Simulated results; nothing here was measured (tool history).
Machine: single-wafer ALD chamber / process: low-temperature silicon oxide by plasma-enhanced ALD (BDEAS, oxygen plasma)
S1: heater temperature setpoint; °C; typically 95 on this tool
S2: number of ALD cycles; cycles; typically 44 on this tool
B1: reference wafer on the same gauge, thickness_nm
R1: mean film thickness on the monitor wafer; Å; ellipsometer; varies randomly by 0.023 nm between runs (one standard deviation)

run    day   S1  S2     B1     R1
  1      0   95  44  7.761  66.31
  2  0.642   95  44  7.766   66.4
  3  1.146   95  39   7.77  59.21
  4   1.45   95  39  7.777  59.07
  5  1.975   95  44  7.769  66.41
  6  2.654   95  47  7.776  70.91
      3.15  -- gauge calibrated
  7   3.35   95  47  7.768  70.78
  8  3.783   95  42  7.768  63.17
  9  4.417  105  38  7.771  55.91
 10  4.925   95  44  7.773  66.23
 11  5.288  105  38  7.766   55.8
 12  5.862  103  44  7.776  65.02
     6.733  -- thermocouple changed; heater temperature recalibrated
 13  6.754  106  48   7.76  70.31
 14  6.779   95  50  7.768  75.66
 15  7.296   95  44  7.774  66.28
 16  7.925   95  44  7.766  66.63
 17  8.483   84  47  7.768  74.35

Consider 5 possible next runs. They are alternatives, not a sequence: every one starts from the tool as it was left by run 17. What does each give?
  A  8.504   95  37   ?   ?
  B  8.504  109  38   ?   ?
  C  8.504  109  37   ?   ?
  D  8.504   89  41   ?   ?
  E  8.504  109  52   ?   ?

run     B1     R1
  A  7.768  55.85
  B  7.768  55.23
  C  7.768  53.77
  D  7.768  63.39
  E  7.768  75.57
Stripped of hidden state, with their random variation kept, the same runs would have yielded:
run     R1
  A  55.85
  B  55.23
  C  53.77
  D  63.39
  E  75.57
